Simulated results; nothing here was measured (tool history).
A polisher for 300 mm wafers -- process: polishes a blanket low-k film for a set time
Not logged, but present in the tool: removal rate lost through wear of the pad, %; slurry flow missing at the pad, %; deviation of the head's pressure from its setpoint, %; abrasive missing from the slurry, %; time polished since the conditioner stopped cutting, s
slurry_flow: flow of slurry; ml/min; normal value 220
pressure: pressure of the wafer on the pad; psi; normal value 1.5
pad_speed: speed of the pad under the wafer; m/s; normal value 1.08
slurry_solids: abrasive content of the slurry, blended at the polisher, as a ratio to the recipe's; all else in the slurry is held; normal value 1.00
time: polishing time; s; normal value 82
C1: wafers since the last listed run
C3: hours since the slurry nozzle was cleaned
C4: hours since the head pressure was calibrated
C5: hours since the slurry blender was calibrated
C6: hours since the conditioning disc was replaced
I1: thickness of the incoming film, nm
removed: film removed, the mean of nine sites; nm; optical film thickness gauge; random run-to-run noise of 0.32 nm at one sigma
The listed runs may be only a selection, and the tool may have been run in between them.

Run 1, hour 0.0: usual settings; C1 0; wafers polished on this pad 2837; C3 148.6; C4 162.0; C5 209.2; C6 51.7; I1 698.5. Result: removed 26.2 nm.
At hour 21.0: worn pad replaced by a new one.
Run 2, hour 98.8: usual settings; C1 1088; wafers polished on this pad 892; C3 247.4; C4 260.8; C5 308.0; C6 150.5; I1 680.4. Result: removed 26.6 nm.
Run 3, hour 144.4: usual settings; C1 523; wafers polished on this pad 1416; C3 293.0; C4 306.4; C5 353.6; C6 196.1; I1 681.2. Result: removed 26.0 nm.
At hour 203.8: slurry blender recalibrated.
Run 4, hour 205.0: usual settings; C1 672; wafers polished on this pad 2089; C3 353.6; C4 367.0; C5 1.2; C6 256.7; I1 681.8. Result: removed 27.5 nm.
Run 5, hour 237.1: usual settings; C1 368; wafers polished on this pad 2457; C3 385.7; C4 399.1; C5 33.3; C6 288.8; I1 677.4. Result: removed 27.1 nm.
At hour 281.4: slurry nozzle cleaned.
Run 6, hour 281.9: usual settings; C1 502; wafers polished on this pad 2960; C3 0.5; C4 443.9; C5 78.1; C6 333.6; I1 695.3. Result: removed 26.6 nm.
At hour 301.2: worn pad replaced by a new one.
At hour 315.9: conditioning disc replaced and pad reconditioned.
Run 7, hour 338.1: usual settings; C1 576; wafers polished on this pad 400; C3 56.7; C4 500.1; C5 134.3; C6 22.2; I1 678.7. Result: removed 27.3 nm.
Run 8, hour 387.8: usual settings; C1 570; wafers polished on this pad 971; C3 106.4; C4 549.8; C5 184.0; C6 71.9; I1 698.3. Result: removed 26.7 nm.
At hour 403.2: head pressure recalibrated.
Run 9, hour 416.0: usual settings but slurry_solids 0.80; C1 300; wafers polished on this pad 1271; C3 134.6; C4 12.8; C5 212.2; C6 100.1; I1 692.4. Result: removed 24.4 nm.
Run 10, hour 483.1: usual settings; C1 770; wafers polished on this pad 2042; C3 201.7; C4 79.9; C5 279.3; C6 167.2; I1 687.0. Result: removed 26.0 nm.
Run 11, hour 537.4: usual settings but time 92 s; C1 623; wafers polished on this pad 2665; C3 256.0; C4 134.2; C5 333.6; C6 221.5; I1 696.1. Result: removed 27.7 nm.
At hour 580.7: worn pad replaced by a new one.
At hour 585.7: slurry blender recalibrated.
Run 12, hour 605.5: usual settings but slurry_solids 1.25; C1 713; wafers polished on this pad 261; C3 324.1; C4 202.3; C5 19.8; C6 289.6; I1 691.2. Result: removed 30.7 nm.
At hour 648.1: slurry nozzle cleaned.
At hour 731.0: conditioning disc replaced and pad reconditioned.
Run 13, hour 799.1: usual settings but pressure 1.8 psi, time 55 s; C1 2188; wafers polished on this pad 2449; C3 151.0; C4 395.9; C5 213.4; C6 68.1; I1 686.5. Result: removed 19.9 nm.
At hour 833.9: worn pad replaced by a new one.
Run 14, hour 838.1: usual settings but pad_speed 0.78 m/s, time 61 s; C1 401; wafers polished on this pad 48; C3 190.0; C4 434.9; C5 252.4; C6 107.1; I1 695.4. Result: removed 15.3 nm.

The next listed run, before its measurement:
At hour 889.8: head pressure recalibrated.
Run 15, hour 891.9: usual settings; C1 594; wafers polished on this pad 643; C3 243.8; C4 2.1; C5 306.2; C6 160.9; I1 683.2. Result: removed ?.

{"run 15": {"removed": 26.1}}
Take away the tool's hidden state, keep the run-to-run variation as it was, and the same run would have given removed 28.5 nm.
